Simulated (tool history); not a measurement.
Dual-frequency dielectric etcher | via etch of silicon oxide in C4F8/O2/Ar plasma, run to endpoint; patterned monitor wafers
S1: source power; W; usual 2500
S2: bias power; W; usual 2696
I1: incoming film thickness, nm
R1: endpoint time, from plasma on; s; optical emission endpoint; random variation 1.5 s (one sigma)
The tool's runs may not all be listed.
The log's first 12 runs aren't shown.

At day 11.467: upper electrode replaced.
Run 13, day 11.488: usual settings but S1 2140 W; I1 1269.5. Result: R1 226.5 s.
Run 14, day 12.262: usual settings but S2 2930 W; I1 1247.5. Result: R1 194.2 s.
Run 15, day 13.671: usual settings; I1 1255.0. Result: R1 205.4 s.
Run 16, day 14.671: usual settings but S2 3357 W; I1 1264.1. Result: R1 184.5 s.
At day 15.817: bias power generator calibrated.
Run 17, day 15.838: usual settings; I1 1258.3. Result: R1 201.9 s.
Run 18, day 16.458: usual settings; I1 1268.9. Result: R1 201.5 s.
At day 16.704: source power generator calibrated.
Run 19, day 17.625: usual settings but S1 2950 W, S2 2180 W; I1 1257.4. Result: R1 201.1 s.
At day 18.921: wet clean of the chamber.
Run 20, day 18.942: usual settings but S1 2260 W, S2 3229 W; I1 1261.3. Result: R1 207.4 s.
Run 21, day 19.762: usual settings but S1 2220 W, S2 2168 W; I1 1253.5. Result: R1 251.7 s.
Run 22, day 20.400: usual settings but S1 2040 W, S2 2376 W; I1 1249.6. Result: R1 253.7 s.
Run 23, day 21.850: usual settings but S1 2220 W, S2 2168 W; I1 1265.9. Result: R1 253.8 s.
Run 24, day 22.712: usual settings but S1 2930 W, S2 2248 W; I1 1248.7. Result: R1 207.8 s.
Run 25, day 23.608: usual settings but S1 2290 W, S2 2989 W; I1 1256.7. Result: R1 209.7 s.
Run 26, day 24.592: usual settings but S1 2180 W, S2 2888 W; I1 1249.7. Result: R1 217.9 s.
Run 27, day 25.375: usual settings but S1 2220 W, S2 2168 W; I1 1271.6. Result: R1 249.6 s.
Run 28, day 26.588: usual settings but S1 2680 W, S2 2940 W; I1 1258.4. Result: R1 190.6 s.
Run 29, day 28.079: usual settings but S1 2920 W, S2 2360 W; I1 1251.4. Result: R1 199.7 s.
Run 30, day 28.712: usual settings; I1 1259.5. Result: R1 208.2 s.

3 ways to go on from here, each from the tool as it stands after run 30. What would each give?
Run A, day 28.733: usual settings; I1 1248.1. Result: R1 ?.
Run B, day 28.733: usual settings but S2 2519 W; I1 1248.1. Result: R1 ?.
Run C, day 28.733: usual settings but S2 2367 W; I1 1248.1. Result: R1 ?.

run     R1
  A  202.1
  B  208.8
  C  215.4
Without the tool's hidden state the same runs would have given:
run     R1
  A  209.0
  B  216.0
  C  222.8
